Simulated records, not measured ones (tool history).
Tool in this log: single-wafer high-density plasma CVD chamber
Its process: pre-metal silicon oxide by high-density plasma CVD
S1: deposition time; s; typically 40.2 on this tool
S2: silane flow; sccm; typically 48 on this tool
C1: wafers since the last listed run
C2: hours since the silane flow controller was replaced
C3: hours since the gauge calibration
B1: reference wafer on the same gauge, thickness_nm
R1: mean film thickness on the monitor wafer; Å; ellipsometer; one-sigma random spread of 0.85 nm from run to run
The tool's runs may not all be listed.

run    hour    S1  S2    C1      C2      C3       B1       R1
  1       0  40.2  48     0  2564.2   624.8  205.308  2166.39
  2    40.5  40.2  48  1127  2604.7   665.3  205.243  2155.84
  3   110.8  40.2  48  1957    2675   735.6  205.335  2175.77
  4   164.6  40.2  48  1498  2728.8   789.4  204.676  2153.44
  5   222.5  40.2  41  1612  2786.7   847.3  204.944  1840.23
  6   258.4  40.2  41   999  2822.6   883.2  205.177  1852.73
  7   343.9  43.5  51  2380  2908.1   968.7  205.053  2505.04
  8   406.7  40.2  48  1748  2970.9  1031.5  204.858  2168.26
  9   465.5  40.2  48  1637  3029.7  1090.3  205.122  2161.73
 10   525.5  40.2  48  1670  3089.7  1150.3  205.015  2168.28
 11     695  40.2  48  4719  3259.2  1319.8  205.273  2171.81
      701.6  -- gauge calibrated
 12   728.5  40.2  45   932  3292.7    26.9  204.941  2042.47
 13   766.6  40.2  43  1060  3330.8      65  204.759   1963.5
 14   802.6  40.2  43  1002  3366.8     101  204.803  1959.51
 15   839.7  40.2  43  1033  3403.9   138.1  205.073  1965.54
 16   886.1  40.2  48  1292  3450.3   184.5  205.321  2169.75
 17   914.3  40.2  48   785  3478.5   212.7  205.057  2191.17
 18   941.1  40.2  48   746  3505.3   239.5  204.892  2184.38
 19   993.5  40.2  48  1459  3557.7   291.9  205.095  2195.34
     1059.4  -- silane flow controller replaced
 20  1059.9  40.2  48  1626     0.5   358.3  205.223  2110.36
 21  1122.8  40.2  48  1751    63.4   421.2  205.193  2099.07
 22  1194.6  36.3  51  1999   135.2     493  205.108  2029.04
 23  1222.4  46.3  39   774     163   520.8  205.032  1963.73
 24  1248.6  37.1  39   729   189.2     547  205.459  1573.28
 25  1309.2  42.6  43  1687   249.8   607.6  205.173  1999.64
 26  1348.2  37.8  53  1086   288.8   646.6  204.993  2192.62
 27  1382.6  40.2  41   957   323.2     681  205.218  1797.96
 28    1427    38  43  1236   367.6   725.4   205.02  1787.67
 29    1452  33.5  48   696   392.6   750.4  205.045  1744.64
 30  1514.7  34.7  48  1745   455.3   813.1  205.083  1813.72
 31  1575.5  42.7  53  1693   516.1   873.9  204.713  2490.44
 32  1630.6  33.8  56  1534   571.2     929   204.86  2081.09
 33  1674.6  35.1  55  1225   615.2     973  204.977   2109.1
 34  1741.1  40.2  48  1851   681.7  1039.5  205.075  2109.79
 35  1800.4  44.1  39  1651     741  1098.8   204.88  1883.41
 36  1870.8  40.2  48  1960   811.4  1169.2  204.754  2117.85
 37  1922.1  40.2  48  1428   862.7  1220.5  204.706  2119.51
 38    1984  32.7  50  1723   924.6  1282.4   205.16  1796.18
 39  2030.7  35.5  39  1300   971.3  1329.1  204.878  1517.37
 40  2081.2  40.2  55  1406  1021.8  1379.6  204.921   2411.7
 41  2112.5  46.4  55   871  1053.1  1410.9  205.223  2779.44
 42  2139.7  46.7  39   757  1080.3  1438.1  205.105  1981.89
 43  2182.9  46.2  52  1202  1123.5  1481.3  205.276  2626.03

Each row is a separate what-if for the run after 43, all from the same tool condition, not one after another. Results?
  A  2183.3  40.2  48  11  1123.9  1481.7   ?   ?
  B  2183.3  45.6  40  11  1123.9  1481.7   ?   ?
  C  2183.3  32.3  42  11  1123.9  1481.7   ?   ?
  D  2183.3  37.6  42  11  1123.9  1481.7   ?   ?
  E  2183.3  34.4  44  11  1123.9  1481.7   ?   ?

run       B1       R1
  A  204.817  2113.96
  B  204.817  1998.27
  C  204.817  1486.21
  D  204.817  1730.08
  E  204.817  1658.21
With the hidden condition removed and each run's random variation left untouched, the same runs would have given:
run       R1
  A  2099.45
  B  1984.56
  C  1476.01
  D  1718.21
  E  1646.83
